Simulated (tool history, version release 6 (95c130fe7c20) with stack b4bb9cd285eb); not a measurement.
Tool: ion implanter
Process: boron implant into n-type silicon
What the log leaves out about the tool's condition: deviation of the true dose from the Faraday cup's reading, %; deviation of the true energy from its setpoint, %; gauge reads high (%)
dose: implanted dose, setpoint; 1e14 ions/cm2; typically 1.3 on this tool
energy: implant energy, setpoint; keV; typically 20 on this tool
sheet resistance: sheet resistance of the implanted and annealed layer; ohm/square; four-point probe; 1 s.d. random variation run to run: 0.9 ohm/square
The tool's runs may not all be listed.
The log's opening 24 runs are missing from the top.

run	day	dose	energy	wafers since the last listed run	hours since the last dose calibration	hours since the extraction supply was calibrated	hours since the gauge calibration	read-back reference wafer on the same gauge, sheet resistance	sheet resistance
# day 75.829: Faraday cup replaced and dose calibrated
25	75.85	1.3	20	868	0.5	4416.3	193.8	605.92	598.42
26	79.017	1.16	16	908	76.5	4492.3	269.8	606.04	674.43
# day 83.017: extraction supply calibrated
27	83.379	1.4	26	1155	181.2	8.7	374.5	606.02	541.41
28	87.8	1.48	26.5	1267	287.3	114.8	480.6	606.02	516.3
29	92.162	1.3	20	1251	392	219.5	585.3	605.97	594.85
30	95.562	1.54	26	975	473.6	301.1	666.9	606.18	499.84
31	98.421	1.3	20	819	542.2	369.7	735.5	605.88	594.54
32	101.167	1.3	20	787	608.1	435.6	801.4	606.04	594.37
33	103.208	1.3	26	585	657.1	484.6	850.4	605.99	570.27
34	104.829	1.58	15.5	464	696	523.5	889.3	606.02	526.86

Each row is a separate what-if for the run after 34, all from the same tool condition, not one after another. Results?
A	104.846	1.3	20	4	696.4	523.9	889.7	?	?
B	104.846	0.96	23.5	4	696.4	523.9	889.7	?	?
C	104.846	1.3	15	4	696.4	523.9	889.7	?	?
D	104.846	1.53	16	4	696.4	523.9	889.7	?	?
E	104.846	1.07	13.5	4	696.4	523.9	889.7	?	?

run	read-back reference wafer on the same gauge, sheet resistance	sheet resistance
A	606.1	594.12
B	606.1	728.13
C	606.1	619.44
D	606.1	538.08
E	606.1	733.79
Take away the tool's hidden state, keep each run's random variation, and the runs would have read:
run	sheet resistance
A	598.39
B	733
C	623.99
D	542.09
E	739.05
